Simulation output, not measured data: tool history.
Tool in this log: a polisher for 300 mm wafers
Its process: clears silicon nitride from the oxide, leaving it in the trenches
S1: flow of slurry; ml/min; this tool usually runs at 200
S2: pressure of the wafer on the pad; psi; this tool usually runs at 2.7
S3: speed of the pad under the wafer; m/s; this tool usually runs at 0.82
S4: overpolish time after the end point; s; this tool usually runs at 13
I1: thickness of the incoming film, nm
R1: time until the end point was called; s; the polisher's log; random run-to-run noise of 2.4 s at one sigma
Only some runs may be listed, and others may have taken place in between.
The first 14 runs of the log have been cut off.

Run 15, hour 574.9: usual settings; I1 101.4. Result: R1 158.4 s.
Run 16, hour 601.0: usual settings; I1 99.4. Result: R1 153.3 s.
At hour 642.1: slurry nozzle cleaned.
Run 17, hour 654.9: usual settings; I1 99.1. Result: R1 156.8 s.
At hour 709.2: head pressure recalibrated.
Run 18, hour 719.9: usual settings; I1 99.8. Result: R1 161.7 s.
Run 19, hour 773.0: usual settings but S3 1.08 m/s; I1 99.4. Result: R1 121.4 s.
At hour 789.1: worn pad replaced by a new one.
Run 20, hour 811.5: usual settings but S3 1.00 m/s; I1 100.1. Result: R1 120.2 s.
Run 21, hour 874.0: usual settings; I1 98.5. Result: R1 154.1 s.
Run 22, hour 941.6: usual settings but S1 260 ml/min, S4 7 s; I1 97.9. Result: R1 151.2 s.
Run 23, hour 1012.6: usual settings; I1 100.0. Result: R1 158.5 s.
At hour 1056.1: worn pad replaced by a new one.
Run 24, hour 1079.4: usual settings; I1 101.0. Result: R1 143.2 s.
Run 25, hour 1109.3: usual settings but S1 225 ml/min, S2 2.0 psi, S3 0.98 m/s, S4 20 s; I1 101.3. Result: R1 169.2 s.
Run 26, hour 1170.3: usual settings but S1 145 ml/min; I1 98.9. Result: R1 155.3 s.
Run 27, hour 1241.4: usual settings but S3 0.54 m/s; I1 100.9. Result: R1 237.4 s.
At hour 1291.8: head pressure recalibrated.
Run 28, hour 1304.6: usual settings; I1 99.5. Result: R1 161.0 s.
At hour 1332.2: worn pad replaced by a new one.
Run 29, hour 1337.2: usual settings; I1 100.0. Result: R1 143.6 s.
Run 30, hour 1399.4: usual settings but S2 2.4 psi, S3 0.94 m/s; I1 99.6. Result: R1 149.4 s.
Run 31, hour 1457.0: usual settings but S1 235 ml/min, S3 0.68 m/s; I1 98.6. Result: R1 186.6 s.
Run 32, hour 1502.9: usual settings but S1 260 ml/min, S2 3.2 psi, S3 0.96 m/s, S4 10 s; I1 99.1. Result: R1 110.7 s.

Each row is a separate what-if for the run after 32, all from the same tool condition, not one after another. Results?
Run A, hour 1503.4: usual settings; I1 100.1. Result: R1 ?.
Run B, hour 1503.4: usual settings but S1 130 ml/min; I1 100.1. Result: R1 ?.
Run C, hour 1503.4: usual settings but S1 230 ml/min, S4 20 s; I1 100.1. Result: R1 ?.
Run D, hour 1503.4: usual settings but S2 3.4 psi, S3 1.08 m/s, S4 5 s; I1 100.1. Result: R1 ?.
Run E, hour 1503.4: usual settings but S3 0.66 m/s; I1 100.1. Result: R1 ?.

run     R1
  A  160.0
  B  167.9
  C  157.8
  D   98.0
  E  195.6
With no hidden state in the tool, these same runs would have given:
run     R1
  A  145.5
  B  152.7
  C  143.5
  D   89.1
  E  177.9
